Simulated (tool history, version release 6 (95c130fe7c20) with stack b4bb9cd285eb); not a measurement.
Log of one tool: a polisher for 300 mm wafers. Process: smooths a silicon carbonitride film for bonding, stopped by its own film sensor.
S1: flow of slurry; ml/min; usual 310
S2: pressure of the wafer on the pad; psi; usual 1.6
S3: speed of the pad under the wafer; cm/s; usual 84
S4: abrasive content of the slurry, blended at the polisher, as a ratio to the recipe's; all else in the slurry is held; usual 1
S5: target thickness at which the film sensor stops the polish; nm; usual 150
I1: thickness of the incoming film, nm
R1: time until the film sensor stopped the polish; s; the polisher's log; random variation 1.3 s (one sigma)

run	hour	S1	S2	S3	S4	S5	I1	R1
1	0	310	1.6	84	1	150	171	128.6
# hour 3.8: slurry blender recalibrated
# hour 73.2: head pressure recalibrated
2	104.8	380	1.6	84	1	150	170.2	109.5
3	159.7	380	1.6	84	1	150	170.8	116.9
# hour 164: slurry nozzle cleaned
4	242.8	310	1.6	84	1	150	171.6	117.8
5	315.2	310	1.6	84	1	150	168.6	100.9
# hour 390.1: worn pad replaced by a new one
6	419	310	1.6	84	1	150	167	97.3
7	456	310	1.6	84	1.1	150	172.5	123.6
8	534.9	310	1.6	84	1.1	150	171.7	118
9	599.1	310	1.6	84	1.15	150	170.1	107.2
# hour 626.6: slurry blender recalibrated
10	640.2	370	1.6	102	1	150	172.9	116.6
11	695.2	310	1.4	84	1	150	167.5	114
12	753.6	310	1.6	84	1	150	170.4	124.3
# hour 757.7: slurry nozzle cleaned
13	859.5	310	1.2	84	1	150	171	147.7
14	908	310	1.8	94	1.2	153	171.5	84.5
15	1013.9	410	1.8	84	0.7	154	170.8	106.5
16	1079.1	310	1.6	68	1	145	170.7	178.7
# hour 1109: worn pad replaced by a new one
17	1124.2	255	1.6	98	1	150	169.1	107
# hour 1128.1: head pressure recalibrated
18	1216.6	230	1.6	84	1	144	168.7	144.7
# hour 1290.1: slurry blender recalibrated
# hour 1297.8: slurry nozzle cleaned
19	1313.6	310	1.6	74	1	150	170.9	120.2
20	1380.9	310	1.6	84	1	150	172.5	123.2
21	1477.6	310	1.6	84	1.1	150	168.5	96.8
# hour 1734: worn pad replaced by a new one
22	1745.9	310	1.6	84	1	150	167.9	105.4
23	1812.8	310	2.1	84	0.9	150	170.7	105.3
# hour 1886.3: slurry nozzle cleaned
24	1895.2	255	1.8	84	0.75	150	171	130.4
# hour 1918.1: slurry blender recalibrated
25	1981.6	210	1.4	66	1	145	167.6	172.4

The next listed run, before its measurement:
26	2062	310	1.6	66	1	150	170.4	?

{"run 26": {"R1": 137.7}}
Without the tool's hidden state the same run would have given R1 125.4 s.
